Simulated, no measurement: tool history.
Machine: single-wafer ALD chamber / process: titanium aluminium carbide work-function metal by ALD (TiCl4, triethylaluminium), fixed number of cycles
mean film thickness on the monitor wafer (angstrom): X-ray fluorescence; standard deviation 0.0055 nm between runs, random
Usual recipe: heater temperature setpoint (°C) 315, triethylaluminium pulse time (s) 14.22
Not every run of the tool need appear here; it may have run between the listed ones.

run   hour  heater temperature setpoint (°C)  triethylaluminium pulse time (s)  read-back reference wafer on the same gauge, thickness_nm  mean film thickness on the monitor wafer (angstrom)
  1      0                               315                             14.22                                                      2.448                                                20.73
  2   28.5                               323                             14.22                                                      2.449                                                21.67
  3     53                               315                             14.22                                                      2.452                                                20.93
  4   87.3                               315                             14.22                                                      2.447                                                20.82
  5  112.5                               315                             12.54                                                      2.449                                                20.09
  6  133.8                               315                             10.59                                                      2.447                                                18.99
  7  149.9                               315                             10.59                                                      2.454                                                19.09
  8  163.7                               306                              12.4                                                       2.45                                                19.24
     193.6  -- thermocouple changed; heater temperature recalibrated
  9  199.6                               306                              12.4                                                      2.451                                                 19.2
     209.8  -- triethylaluminium bottle replaced
 10  212.3                               315                             14.22                                                       2.45                                                   22
     233.4  -- showerhead replaced
 11  243.9                               310                             14.22                                                      2.452                                                21.38
 12  256.8                               310                             11.48                                                      2.451                                                21.05
     266.1  -- gauge calibrated
 13  273.5                               315                             14.22                                                       2.45                                                21.95
 14  302.6                               321                             10.11                                                      2.452                                                21.57
 15  335.8                               309                              11.5                                                       2.45                                                20.74
 16  364.3                               321                             10.59                                                       2.45                                                21.65
 17  409.2                               315                             14.22                                                      2.452                                                21.76
 18    440                               315                             10.11                                                      2.451                                                20.56
 19  459.3                               310                             14.22                                                      2.452                                                21.16
 20  488.1                               306                             14.22                                                      2.449                                                20.85
 21  510.8                               307                              9.12                                                       2.45                                                18.98
 22  538.7                               303                             10.74                                                       2.45                                                19.51

Forecast each of these 5 alternatives for the next run:
  A  539.1                               320                             14.22                                                          ?                                                    ?
  B  539.1                               303                             10.68                                                          ?                                                    ?
  C  539.1                               304                             18.12                                                          ?                                                    ?
  D  539.1                               327                             17.24                                                          ?                                                    ?
  E  539.1                               308                             19.89                                                          ?                                                    ?

run  read-back reference wafer on the same gauge, thickness_nm  mean film thickness on the monitor wafer (angstrom)
  A                                                      2.446                                                22.14
  B                                                      2.446                                                19.47
  C                                                      2.446                                                20.85
  D                                                      2.446                                                23.18
  E                                                      2.446                                                21.32
The same runs, with their run-to-run variation unchanged, on a tool lacking any hidden condition would have given:
run  mean film thickness on the monitor wafer (angstrom)
  A                                                22.49
  B                                                20.26
  C                                                20.97
  D                                                23.34
  E                                                21.39
